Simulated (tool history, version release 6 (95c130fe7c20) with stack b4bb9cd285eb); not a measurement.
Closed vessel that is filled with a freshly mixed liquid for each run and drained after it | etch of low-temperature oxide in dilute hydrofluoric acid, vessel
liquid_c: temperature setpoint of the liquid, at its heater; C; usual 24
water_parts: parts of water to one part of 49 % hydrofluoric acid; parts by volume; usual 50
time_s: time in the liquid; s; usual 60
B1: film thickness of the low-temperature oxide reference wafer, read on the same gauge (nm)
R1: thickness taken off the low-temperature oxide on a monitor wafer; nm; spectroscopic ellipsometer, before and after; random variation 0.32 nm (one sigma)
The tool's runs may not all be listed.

Run 1, hour 0: usual settings; B1 32.22. Result: R1 38.96 nm.
At hour 41.1: hydrofluoric acid flow meter replaced.
Run 2, hour 66.2: usual settings but time_s 80 s; B1 32.23. Result: R1 52.54 nm.
Run 3, hour 133.6: usual settings but time_s 80 s; B1 32.31. Result: R1 52.06 nm.
Run 4, hour 202.7: usual settings; B1 32.3. Result: R1 38.72 nm.
Run 5, hour 228.8: usual settings; B1 32.32. Result: R1 38.3 nm.
Run 6, hour 267: usual settings; B1 32.35. Result: R1 39.18 nm.
Run 7, hour 326.8: usual settings; B1 32.37. Result: R1 38.85 nm.
At hour 364.2: thermometer replaced.
Run 8, hour 383.7: usual settings; B1 32.38. Result: R1 38.17 nm.
At hour 411.8: gauge calibrated.
Run 9, hour 447.2: usual settings; B1 30.59. Result: R1 37.42 nm.
Run 10, hour 512.6: usual settings; B1 30.82. Result: R1 37.12 nm.
Run 11, hour 540.6: usual settings; B1 30.91. Result: R1 36.84 nm.
Run 12, hour 581.3: usual settings; B1 31.03. Result: R1 37.33 nm.
Run 13, hour 634.2: usual settings but liquid_c 26 C, water_parts 35 parts by volume; B1 31.19. Result: R1 59.52 nm.
At hour 668.1: hydrofluoric acid flow meter replaced.
Run 14, hour 696.3: usual settings but liquid_c 21 C, water_parts 30 parts by volume, time_s 50 s; B1 31.36. Result: R1 47.55 nm.
Run 15, hour 766: usual settings but liquid_c 22.5 C, time_s 85 s; B1 31.52. Result: R1 50.28 nm.
Run 16, hour 792: usual settings; B1 31.55. Result: R1 38.01 nm.
Run 17, hour 839.5: usual settings but liquid_c 21.5 C, time_s 75 s; B1 31.67. Result: R1 42.71 nm.
Run 18, hour 871.2: usual settings but liquid_c 20.5 C, time_s 30 s; B1 31.74. Result: R1 16.63 nm.
Run 19, hour 900.4: usual settings but liquid_c 21.5 C, water_parts 30 parts by volume, time_s 75 s; B1 31.78. Result: R1 73.12 nm.
Run 20, hour 941.8: usual settings; B1 31.86. Result: R1 38.17 nm.
Run 21, hour 1002: usual settings but water_parts 40 parts by volume, time_s 50 s; B1 32. Result: R1 40.89 nm.
Run 22, hour 1034.7: usual settings but water_parts 30 parts by volume; B1 32.02. Result: R1 65.91 nm.
Run 23, hour 1105.7: usual settings but liquid_c 26 C, time_s 45 s; B1 32.13. Result: R1 31.33 nm.
Run 24, hour 1306.3: usual settings; B1 32.36. Result: R1 38.87 nm.
At hour 1326.6: hydrofluoric acid flow meter replaced.
Run 25, hour 1353.3: usual settings but liquid_c 19.5 C, water_parts 35 parts by volume, time_s 95 s; B1 32.41. Result: R1 74.86 nm.
Run 26, hour 1418.4: usual settings but liquid_c 20 C, water_parts 30 parts by volume, time_s 35 s; B1 32.46. Result: R1 33.2 nm.
Run 27, hour 1448.3: usual settings but liquid_c 27.5 C, water_parts 25 parts by volume, time_s 90 s; B1 32.51. Result: R1 141.25 nm.
Run 28, hour 1498.4: usual settings but liquid_c 21 C, water_parts 35 parts by volume; B1 32.54. Result: R1 50.34 nm.
At hour 1506: thermometer replaced.
Run 29, hour 1546.4: usual settings but time_s 90 s; B1 32.57. Result: R1 59.31 nm.
Run 30, hour 1581.4: usual settings; B1 32.57. Result: R1 38.82 nm.
Run 31, hour 1640.3: usual settings but liquid_c 22 C; B1 32.62. Result: R1 36.37 nm.
Run 32, hour 1672.1: usual settings; B1 32.65. Result: R1 38.52 nm.

Forecast each of these 4 alternatives for the next run:
Run A, hour 1672.8: usual settings but water_parts 40 parts by volume; B1 ?. Result: R1 ?.
Run B, hour 1672.8: usual settings but liquid_c 22.5 C, time_s 35 s; B1 ?. Result: R1 ?.
Run C, hour 1672.8: usual settings but liquid_c 27.5 C, water_parts 35 parts by volume, time_s 85 s; B1 ?. Result: R1 ?.
Run D, hour 1672.8: usual settings but water_parts 75 parts by volume, time_s 40 s; B1 ?. Result: R1 ?.

run     B1     R1
  A  32.65  50.33
  B  32.65  21.78
  C  32.65  94.73
  D  32.65  17.09
Without the tool's hidden state the same runs would have given:
run     R1
  A  46.23
  B  20.01
  C  87.02
  D   15.7
